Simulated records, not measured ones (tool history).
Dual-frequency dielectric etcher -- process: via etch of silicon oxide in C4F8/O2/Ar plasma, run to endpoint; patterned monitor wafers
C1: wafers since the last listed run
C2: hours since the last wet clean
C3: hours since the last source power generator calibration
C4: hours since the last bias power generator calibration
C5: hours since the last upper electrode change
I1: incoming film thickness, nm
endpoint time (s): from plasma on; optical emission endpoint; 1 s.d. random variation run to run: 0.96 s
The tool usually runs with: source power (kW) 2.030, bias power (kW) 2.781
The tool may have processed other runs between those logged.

run 1 hour=0.0 | source_power_(kW)=2.030 bias_power_(kW)=2.781 | C1=0 C2=6.5 C3=3036.2 C4=3153.6 C5=2916.0 | I1=1758.6 | endpoint_time_(s)=320.1
run 2 hour=35.4 | source_power_(kW)=2.030 bias_power_(kW)=3.019 | C1=210 C2=41.9 C3=3071.6 C4=3189.0 C5=2951.4 | I1=1744.5 | endpoint_time_(s)=310.6
run 3 hour=84.6 | source_power_(kW)=2.030 bias_power_(kW)=3.019 | C1=292 C2=91.1 C3=3120.8 C4=3238.2 C5=3000.6 | I1=1744.6 | endpoint_time_(s)=310.2
run 4 hour=135.1 | source_power_(kW)=2.030 bias_power_(kW)=2.781 | C1=299 C2=141.6 C3=3171.3 C4=3288.7 C5=3051.1 | I1=1764.9 | endpoint_time_(s)=319.8
run 5 hour=190.9 | source_power_(kW)=2.030 bias_power_(kW)=2.781 | C1=331 C2=197.4 C3=3227.1 C4=3344.5 C5=3106.9 | I1=1757.5 | endpoint_time_(s)=320.3
run 6 hour=240.2 | source_power_(kW)=2.030 bias_power_(kW)=2.781 | C1=292 C2=246.7 C3=3276.4 C4=3393.8 C5=3156.2 | I1=1754.8 | endpoint_time_(s)=318.7
run 7 hour=297.9 | source_power_(kW)=2.030 bias_power_(kW)=2.781 | C1=342 C2=304.4 C3=3334.1 C4=3451.5 C5=3213.9 | I1=1785.4 | endpoint_time_(s)=322.7
run 8 hour=367.3 | source_power_(kW)=2.030 bias_power_(kW)=2.568 | C1=412 C2=373.8 C3=3403.5 C4=3520.9 C5=3283.3 | I1=1749.5 | endpoint_time_(s)=322.0
run 9 hour=425.5 | source_power_(kW)=2.030 bias_power_(kW)=2.781 | C1=345 C2=432.0 C3=3461.7 C4=3579.1 C5=3341.5 | I1=1768.6 | endpoint_time_(s)=317.6
-- hour=486.5 wet clean of the chamber
-- hour=489.5 source power generator calibrated
run 10 hour=497.0 | source_power_(kW)=2.030 bias_power_(kW)=2.781 | C1=264 C2=10.5 C3=7.5 C4=3650.6 C5=3413.0 | I1=1734.8 | endpoint_time_(s)=316.3
-- hour=558.3 upper electrode replaced
run 11 hour=581.1 | source_power_(kW)=2.410 bias_power_(kW)=2.611 | C1=356 C2=94.6 C3=91.6 C4=3734.7 C5=22.8 | I1=1726.4 | endpoint_time_(s)=304.4
-- hour=610.4 bias power generator calibrated
run 12 hour=611.9 | source_power_(kW)=2.030 bias_power_(kW)=2.781 | C1=159 C2=125.4 C3=122.4 C4=1.5 C5=53.6 | I1=1744.5 | endpoint_time_(s)=316.3
run 13 hour=665.4 | source_power_(kW)=2.030 bias_power_(kW)=2.781 | C1=317 C2=178.9 C3=175.9 C4=55.0 C5=107.1 | I1=1776.3 | endpoint_time_(s)=319.8
run 14 hour=702.0 | source_power_(kW)=1.850 bias_power_(kW)=2.099 | C1=217 C2=215.5 C3=212.5 C4=91.6 C5=143.7 | I1=1758.8 | endpoint_time_(s)=350.9
run 15 hour=863.6 | source_power_(kW)=1.570 bias_power_(kW)=2.781 | C1=959 C2=377.1 C3=374.1 C4=253.2 C5=305.3 | I1=1730.7 | endpoint_time_(s)=328.8
-- hour=892.6 wet clean of the chamber
run 16 hour=907.4 | source_power_(kW)=2.030 bias_power_(kW)=2.299 | C1=117 C2=14.8 C3=417.9 C4=297.0 C5=349.1 | I1=1750.5 | endpoint_time_(s)=338.0
run 17 hour=978.3 | source_power_(kW)=2.270 bias_power_(kW)=3.034 | C1=420 C2=85.7 C3=488.8 C4=367.9 C5=420.0 | I1=1744.0 | endpoint_time_(s)=300.9
run 18 hour=1043.9 | source_power_(kW)=1.530 bias_power_(kW)=3.322 | C1=389 C2=151.3 C3=554.4 C4=433.5 C5=485.6 | I1=1753.0 | endpoint_time_(s)=322.8
run 19 hour=1094.7 | source_power_(kW)=2.420 bias_power_(kW)=2.226 | C1=301 C2=202.1 C3=605.2 C4=484.3 C5=536.4 | I1=1750.7 | endpoint_time_(s)=322.9
run 20 hour=1128.9 | source_power_(kW)=2.030 bias_power_(kW)=2.781 | C1=203 C2=236.3 C3=639.4 C4=518.5 C5=570.6 | I1=1733.3 | endpoint_time_(s)=314.3
run 21 hour=1169.4 | source_power_(kW)=2.340 bias_power_(kW)=2.983 | C1=240 C2=276.8 C3=679.9 C4=559.0 C5=611.1 | I1=1739.5 | endpoint_time_(s)=299.2
run 22 hour=1223.9 | source_power_(kW)=1.570 bias_power_(kW)=2.087 | C1=323 C2=331.3 C3=734.4 C4=613.5 C5=665.6 | I1=1749.3 | endpoint_time_(s)=365.4
-- hour=1289.2 wet clean of the chamber
run 23 hour=1289.7 | source_power_(kW)=2.490 bias_power_(kW)=2.526 | C1=248 C2=0.5 C3=800.2 C4=679.3 C5=731.4 | I1=1756.1 | endpoint_time_(s)=313.9
run 24 hour=1312.5 | source_power_(kW)=1.870 bias_power_(kW)=3.070 | C1=135 C2=23.3 C3=823.0 C4=702.1 C5=754.2 | I1=1747.9 | endpoint_time_(s)=316.7

Forecast each of these 4 alternatives for the next run:
run A hour=1313.0 | source_power_(kW)=2.030 bias_power_(kW)=2.364 | C1=2 C2=23.8 C3=823.5 C4=702.6 C5=754.7 | I1=1747.1 | endpoint_time_(s)=?
run B hour=1313.0 | source_power_(kW)=1.860 bias_power_(kW)=2.167 | C1=2 C2=23.8 C3=823.5 C4=702.6 C5=754.7 | I1=1747.1 | endpoint_time_(s)=?
run C hour=1313.0 | source_power_(kW)=2.030 bias_power_(kW)=2.593 | C1=2 C2=23.8 C3=823.5 C4=702.6 C5=754.7 | I1=1747.1 | endpoint_time_(s)=?
run D hour=1313.0 | source_power_(kW)=1.870 bias_power_(kW)=3.308 | C1=2 C2=23.8 C3=823.5 C4=702.6 C5=754.7 | I1=1747.1 | endpoint_time_(s)=?

run=A endpoint_time_(s)=333.9
run=B endpoint_time_(s)=349.1
run=C endpoint_time_(s)=325.4
run=D endpoint_time_(s)=308.9
With the hidden condition removed and each run's random variation left untouched, the same runs would have given:
run=A endpoint_time_(s)=333.5
run=B endpoint_time_(s)=348.6
run=C endpoint_time_(s)=324.9
run=D endpoint_time_(s)=308.4

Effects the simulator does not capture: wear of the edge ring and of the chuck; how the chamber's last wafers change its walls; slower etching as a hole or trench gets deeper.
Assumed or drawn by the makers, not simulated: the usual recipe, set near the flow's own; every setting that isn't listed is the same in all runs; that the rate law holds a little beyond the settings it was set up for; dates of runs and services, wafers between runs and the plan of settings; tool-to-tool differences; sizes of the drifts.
